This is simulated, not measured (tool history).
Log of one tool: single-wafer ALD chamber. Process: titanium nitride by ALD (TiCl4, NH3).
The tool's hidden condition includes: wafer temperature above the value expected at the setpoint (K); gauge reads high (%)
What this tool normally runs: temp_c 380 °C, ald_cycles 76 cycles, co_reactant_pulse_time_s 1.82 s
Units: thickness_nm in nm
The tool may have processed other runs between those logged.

run,hour,temp_c,ald_cycles,co_reactant_pulse_time_s,wafers since the last listed run,hours since the last thermocouple change,hours since the showerhead was replaced,hours since the gauge calibration,"read-back reference wafer on the same gauge, thickness_nm",thickness_nm
1,0.0,380,76,1.45,0,2103.8,1966.4,2463.8,1.731,1.612
2,54.6,380,76,2.08,258,2158.4,2021.0,2518.4,1.730,1.650
3,92.4,380,76,2.08,178,2196.2,2058.8,2556.2,1.731,1.650
4,139.6,380,76,1.82,223,2243.4,2106.0,2603.4,1.733,1.639
5,205.2,380,76,1.82,310,2309.0,2171.6,2669.0,1.730,1.642
# hour 247.7: gauge calibrated
# hour 258.5: thermocouple changed; heater temperature recalibrated
6,272.1,380,76,1.82,278,13.6,2238.5,24.4,1.730,1.630
7,322.1,380,76,1.82,236,63.6,2288.5,74.4,1.730,1.635
8,347.2,380,76,1.82,118,88.7,2313.6,99.5,1.731,1.634
9,390.4,380,71,1.82,204,131.9,2356.8,142.7,1.730,1.526
10,452.9,380,69,1.82,295,194.4,2419.3,205.2,1.729,1.491
11,523.8,380,69,1.82,335,265.3,2490.2,276.1,1.727,1.486
12,582.8,380,69,1.82,279,324.3,2549.2,335.1,1.730,1.492
13,620.0,380,67,2.02,176,361.5,2586.4,372.3,1.732,1.458
14,685.5,380,67,2.02,309,427.0,2651.9,437.8,1.730,1.456
15,710.4,376,76,1.82,117,451.9,2676.8,462.7,1.731,1.630
16,768.4,376,76,2.16,274,509.9,2734.8,520.7,1.730,1.645
17,826.5,380,87,1.82,274,568.0,2792.9,578.8,1.729,1.870
18,894.3,370,70,2.02,320,635.8,2860.7,646.6,1.732,1.496
# hour 961.0: showerhead replaced
19,961.5,380,76,2.29,280,703.0,0.5,713.8,1.730,1.663
20,1005.5,380,76,1.82,208,747.0,44.5,757.8,1.730,1.639
21,1034.8,380,76,2.48,138,776.3,73.8,787.1,1.728,1.671
22,1089.4,380,85,1.32,258,830.9,128.4,841.7,1.728,1.792
23,1155.4,388,61,2.04,312,896.9,194.4,907.7,1.729,1.325
24,1180.5,380,76,1.82,118,922.0,219.5,932.8,1.730,1.635
25,1204.9,380,76,1.82,115,946.4,243.9,957.2,1.728,1.631
26,1250.0,380,87,1.82,213,991.5,289.0,1002.3,1.728,1.872
27,1296.3,380,76,1.64,219,1037.8,335.3,1048.6,1.729,1.628
28,1351.3,367,66,2.21,260,1092.8,390.3,1103.6,1.731,1.412
29,1385.2,368,68,1.32,160,1126.7,424.2,1137.5,1.732,1.405
30,1438.7,380,76,1.82,253,1180.2,477.7,1191.0,1.729,1.639
31,1473.4,371,67,1.36,164,1214.9,512.4,1225.7,1.732,1.399
32,1541.9,387,68,1.54,324,1283.4,580.9,1294.2,1.729,1.460
33,1578.2,365,76,2.25,171,1319.7,617.2,1330.5,1.730,1.629
34,1608.9,394,82,1.82,145,1350.4,647.9,1361.2,1.732,1.787
35,1666.2,380,76,1.82,271,1407.7,705.2,1418.5,1.731,1.635
36,1710.6,380,80,1.50,210,1452.1,749.6,1462.9,1.728,1.714
37,1765.2,380,76,1.64,258,1506.7,804.2,1517.5,1.730,1.629
38,1795.6,380,83,2.42,143,1537.1,834.6,1547.9,1.730,1.817
39,1855.5,374,63,1.64,283,1597.0,894.5,1607.8,1.729,1.344

Describe how what the log doesn't record of the tool's condition differs between the last listed run preceding each entry between runs and the first listed run following it.
Runs 5 to 6: gauge calibrated (hour 247.7); thermocouple changed; heater temperature recalibrated (hour 258.5)
  no difference in the tool's unlogged condition between these two runs
Runs 18 to 19: showerhead replaced (hour 961.0)
  no difference in the tool's unlogged condition between these two runs
